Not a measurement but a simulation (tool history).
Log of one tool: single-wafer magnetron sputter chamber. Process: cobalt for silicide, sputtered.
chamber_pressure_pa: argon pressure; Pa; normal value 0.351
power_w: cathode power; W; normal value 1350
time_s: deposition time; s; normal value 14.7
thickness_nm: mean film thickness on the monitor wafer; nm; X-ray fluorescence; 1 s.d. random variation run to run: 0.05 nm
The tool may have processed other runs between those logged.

| run | day | chamber_pressure_pa | power_w | time_s | read-back reference wafer on the same gauge, thickness_nm | thickness_nm |
|---|---|---|---|---|---|---|
| 1 | 0.000 | 0.351 | 1350 | 14.7 | 8.600 | 10.240 |
| 2 | 3.550 | 0.351 | 1350 | 14.7 | 8.603 | 10.130 |
| 3 | 5.783 | 0.351 | 1350 | 14.7 | 8.594 | 10.070 |
| 4 | 9.121 | 0.351 | 1350 | 14.7 | 8.615 | 10.162 |
|  | 10.438 | sputter target and shields replaced |
| 5 | 11.458 | 0.351 | 1200 | 14.7 | 8.610 | 9.262 |
| 6 | 14.388 | 0.351 | 1200 | 14.7 | 8.592 | 9.114 |
|  | 16.792 | capacitance manometer re-zeroed and calibrated |
| 7 | 16.812 | 0.351 | 1200 | 14.7 | 8.585 | 9.362 |
| 8 | 20.904 | 0.351 | 1350 | 16.1 | 8.599 | 11.518 |
| 9 | 24.017 | 0.351 | 1350 | 16.1 | 8.604 | 11.363 |
| 10 | 27.162 | 0.351 | 1350 | 16.1 | 8.600 | 11.392 |
|  | 29.075 | sputter target and shields replaced |
| 11 | 30.750 | 0.309 | 1350 | 15.9 | 8.595 | 11.697 |
| 12 | 32.896 | 0.309 | 1350 | 15.9 | 8.609 | 11.722 |
|  | 33.383 | gauge calibrated |
| 13 | 35.504 | 0.309 | 1350 | 15.9 | 8.594 | 11.470 |
| 14 | 39.067 | 0.351 | 1450 | 14.7 | 8.618 | 11.143 |
| 15 | 43.288 | 0.351 | 1350 | 14.7 | 8.616 | 10.328 |
|  | 44.604 | magnet pack replaced |
| 16 | 46.846 | 0.433 | 1250 | 16.1 | 8.607 | 10.164 |
| 17 | 49.562 | 0.351 | 1200 | 14.7 | 8.622 | 9.149 |
|  | 51.621 | sputter target and shields replaced |
| 18 | 53.896 | 0.351 | 1350 | 14.7 | 8.598 | 10.528 |
| 19 | 57.850 | 0.451 | 1500 | 16.3 | 8.590 | 12.148 |
| 20 | 60.483 | 0.351 | 1550 | 17.3 | 8.596 | 13.950 |
| 21 | 63.650 | 0.481 | 1350 | 14.7 | 8.585 | 9.687 |
|  | 67.088 | capacitance manometer re-zeroed and calibrated |
| 22 | 67.921 | 0.248 | 1500 | 16.0 | 8.595 | 13.088 |
| 23 | 71.029 | 0.351 | 1050 | 14.7 | 8.594 | 8.117 |
|  | 73.167 | sputter target and shields replaced |
| 24 | 75.288 | 0.309 | 1350 | 15.9 | 8.587 | 11.728 |
| 25 | 78.479 | 0.309 | 1350 | 15.9 | 8.604 | 11.618 |
| 26 | 82.733 | 0.420 | 1200 | 13.6 | 8.617 | 8.336 |
| 27 | 84.529 | 0.427 | 1150 | 13.5 | 8.601 | 7.804 |
| 28 | 87.392 | 0.351 | 1050 | 16.3 | 8.627 | 8.958 |
| 29 | 90.371 | 0.351 | 1350 | 14.7 | 8.592 | 10.382 |
|  | 94.275 | sputter target and shields replaced |
| 30 | 94.708 | 0.351 | 1200 | 14.7 | 8.585 | 9.514 |
| 31 | 98.704 | 0.298 | 1600 | 14.7 | 8.610 | 12.655 |

Forecast each of these 5 alternatives for the next run:
| A | 98.721 | 0.351 | 1350 | 14.7 | ? | ? |
| B | 98.721 | 0.416 | 1100 | 14.7 | ? | ? |
| C | 98.721 | 0.480 | 1350 | 13.0 | ? | ? |
| D | 98.721 | 0.465 | 1450 | 14.7 | ? | ? |
| E | 98.721 | 0.295 | 1350 | 14.7 | ? | ? |

| run | read-back reference wafer on the same gauge, thickness_nm | thickness_nm |
|---|---|---|
| A | 8.620 | 10.447 |
| B | 8.620 | 8.283 |
| C | 8.620 | 8.692 |
| D | 8.620 | 10.620 |
| E | 8.620 | 10.731 |
Stripped of hidden state, with their random variation kept, the same runs would have yielded:
| run | thickness_nm |
|---|---|
| A | 10.728 |
| B | 8.524 |
| C | 8.963 |
| D | 10.946 |
| E | 11.001 |
